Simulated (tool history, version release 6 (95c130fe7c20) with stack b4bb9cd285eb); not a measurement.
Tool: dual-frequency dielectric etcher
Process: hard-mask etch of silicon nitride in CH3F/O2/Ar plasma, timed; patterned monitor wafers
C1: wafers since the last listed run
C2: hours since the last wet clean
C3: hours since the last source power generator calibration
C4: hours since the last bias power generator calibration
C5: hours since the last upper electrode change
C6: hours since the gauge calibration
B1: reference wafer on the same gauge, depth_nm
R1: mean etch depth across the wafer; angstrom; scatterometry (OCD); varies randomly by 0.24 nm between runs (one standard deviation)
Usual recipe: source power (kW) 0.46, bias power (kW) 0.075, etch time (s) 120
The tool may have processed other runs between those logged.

{"run": 1, "hour": 0.0, "source power (kW)": 0.46, "bias power (kW)": 0.075, "etch time (s)": 100, "C1": 0, "C2": 78.7, "C3": 3877.5, "C4": 1166.2, "C5": 3427.4, "C6": 651.7, "B1": 85.4, "R1": 710}
{"run": 2, "hour": 36.0, "source power (kW)": 0.46, "bias power (kW)": 0.075, "etch time (s)": 100, "C1": 215, "C2": 114.7, "C3": 3913.5, "C4": 1202.2, "C5": 3463.4, "C6": 687.7, "B1": 85.5, "R1": 705}
{"run": 3, "hour": 100.3, "source power (kW)": 0.46, "bias power (kW)": 0.075, "etch time (s)": 100, "C1": 384, "C2": 179, "C3": 3977.8, "C4": 1266.5, "C5": 3527.7, "C6": 752, "B1": 85.4, "R1": 707}
{"run": 4, "hour": 150.9, "source power (kW)": 0.46, "bias power (kW)": 0.084, "etch time (s)": 120, "C1": 302, "C2": 229.6, "C3": 4028.4, "C4": 1317.1, "C5": 3578.3, "C6": 802.6, "B1": 85.4, "R1": 879}
{"run": 5, "hour": 218.3, "source power (kW)": 0.46, "bias power (kW)": 0.084, "etch time (s)": 120, "C1": 403, "C2": 297, "C3": 4095.8, "C4": 1384.5, "C5": 3645.7, "C6": 870, "B1": 85.4, "R1": 881}
{"run": 6, "hour": 270.3, "source power (kW)": 0.46, "bias power (kW)": 0.084, "etch time (s)": 120, "C1": 310, "C2": 349, "C3": 4147.8, "C4": 1436.5, "C5": 3697.7, "C6": 922, "B1": 85.3, "R1": 878}
{"run": 7, "hour": 317.2, "source power (kW)": 0.46, "bias power (kW)": 0.075, "etch time (s)": 120, "C1": 280, "C2": 395.9, "C3": 4194.7, "C4": 1483.4, "C5": 3744.6, "C6": 968.9, "B1": 85.4, "R1": 851}
{"run": 8, "hour": 373.4, "source power (kW)": 0.46, "bias power (kW)": 0.075, "etch time (s)": 120, "C1": 336, "C2": 452.1, "C3": 4250.9, "C4": 1539.6, "C5": 3800.8, "C6": 1025.1, "B1": 85.3, "R1": 849}
{"hour": 399.8, "done": "wet clean of the chamber"}
{"run": 9, "hour": 414.6, "source power (kW)": 0.46, "bias power (kW)": 0.075, "etch time (s)": 120, "C1": 102, "C2": 14.8, "C3": 4292.1, "C4": 1580.8, "C5": 3842, "C6": 1066.3, "B1": 85.4, "R1": 849}
{"run": 10, "hour": 578.5, "source power (kW)": 0.46, "bias power (kW)": 0.075, "etch time (s)": 120, "C1": 980, "C2": 178.7, "C3": 4456, "C4": 1744.7, "C5": 4005.9, "C6": 1230.2, "B1": 85.4, "R1": 849}
{"run": 11, "hour": 614.9, "source power (kW)": 0.53, "bias power (kW)": 0.075, "etch time (s)": 120, "C1": 217, "C2": 215.1, "C3": 4492.4, "C4": 1781.1, "C5": 4042.3, "C6": 1266.6, "B1": 85.4, "R1": 896}
{"run": 12, "hour": 675.6, "source power (kW)": 0.46, "bias power (kW)": 0.075, "etch time (s)": 100, "C1": 362, "C2": 275.8, "C3": 4553.1, "C4": 1841.8, "C5": 4103, "C6": 1327.3, "B1": 85.4, "R1": 707}
{"run": 13, "hour": 740.9, "source power (kW)": 0.46, "bias power (kW)": 0.075, "etch time (s)": 90, "C1": 390, "C2": 341.1, "C3": 4618.4, "C4": 1907.1, "C5": 4168.3, "C6": 1392.6, "B1": 85.3, "R1": 642}
{"run": 14, "hour": 779.4, "source power (kW)": 0.55, "bias power (kW)": 0.091, "etch time (s)": 109.5, "C1": 230, "C2": 379.6, "C3": 4656.9, "C4": 1945.6, "C5": 4206.8, "C6": 1431.1, "B1": 85.4, "R1": 884}
{"hour": 831.0, "done": "source power generator calibrated"}
{"run": 15, "hour": 834.9, "source power (kW)": 0.46, "bias power (kW)": 0.075, "etch time (s)": 120, "C1": 307, "C2": 435.1, "C3": 3.9, "C4": 2001.1, "C5": 4262.3, "C6": 1486.6, "B1": 85.5, "R1": 854}
{"run": 16, "hour": 892.6, "source power (kW)": 0.39, "bias power (kW)": 0.081, "etch time (s)": 136, "C1": 345, "C2": 492.8, "C3": 61.6, "C4": 2058.8, "C5": 4320, "C6": 1544.3, "B1": 85.4, "R1": 931}
{"hour": 927.6, "done": "wet clean of the chamber"}
{"run": 17, "hour": 941.1, "source power (kW)": 0.37, "bias power (kW)": 0.064, "etch time (s)": 120, "C1": 146, "C2": 13.5, "C3": 110.1, "C4": 2107.3, "C5": 4368.5, "C6": 1592.8, "B1": 85.3, "R1": 747}
{"run": 18, "hour": 974.0, "source power (kW)": 0.41, "bias power (kW)": 0.068, "etch time (s)": 120, "C1": 196, "C2": 46.4, "C3": 143, "C4": 2140.2, "C5": 4401.4, "C6": 1625.7, "B1": 85.4, "R1": 789}
{"hour": 1002.5, "done": "bias power generator calibrated"}
{"hour": 1039.8, "done": "upper electrode replaced, of another model than before"}
{"run": 19, "hour": 1040.3, "source power (kW)": 0.39, "bias power (kW)": 0.09, "etch time (s)": 100, "C1": 229, "C2": 112.7, "C3": 209.3, "C4": 37.8, "C5": 0.5, "C6": 1692, "B1": 85.4, "R1": 697}

Run 20 is up next; what results do you expect?
{"hour": 1064.8, "done": "gauge calibrated"}
{"run": 20, "hour": 1108.1, "source power (kW)": 0.46, "bias power (kW)": 0.075, "etch time (s)": 120, "C1": 405, "C2": 180.5, "C3": 277.1, "C4": 105.6, "C5": 68.3, "C6": 43.3, "B1": "?", "R1": "?"}

Run 20 produced B1 85.4, R1 839 angstrom.
If the tool had no hidden condition, the same run with the same run-to-run variation would have returned R1 838 angstrom.
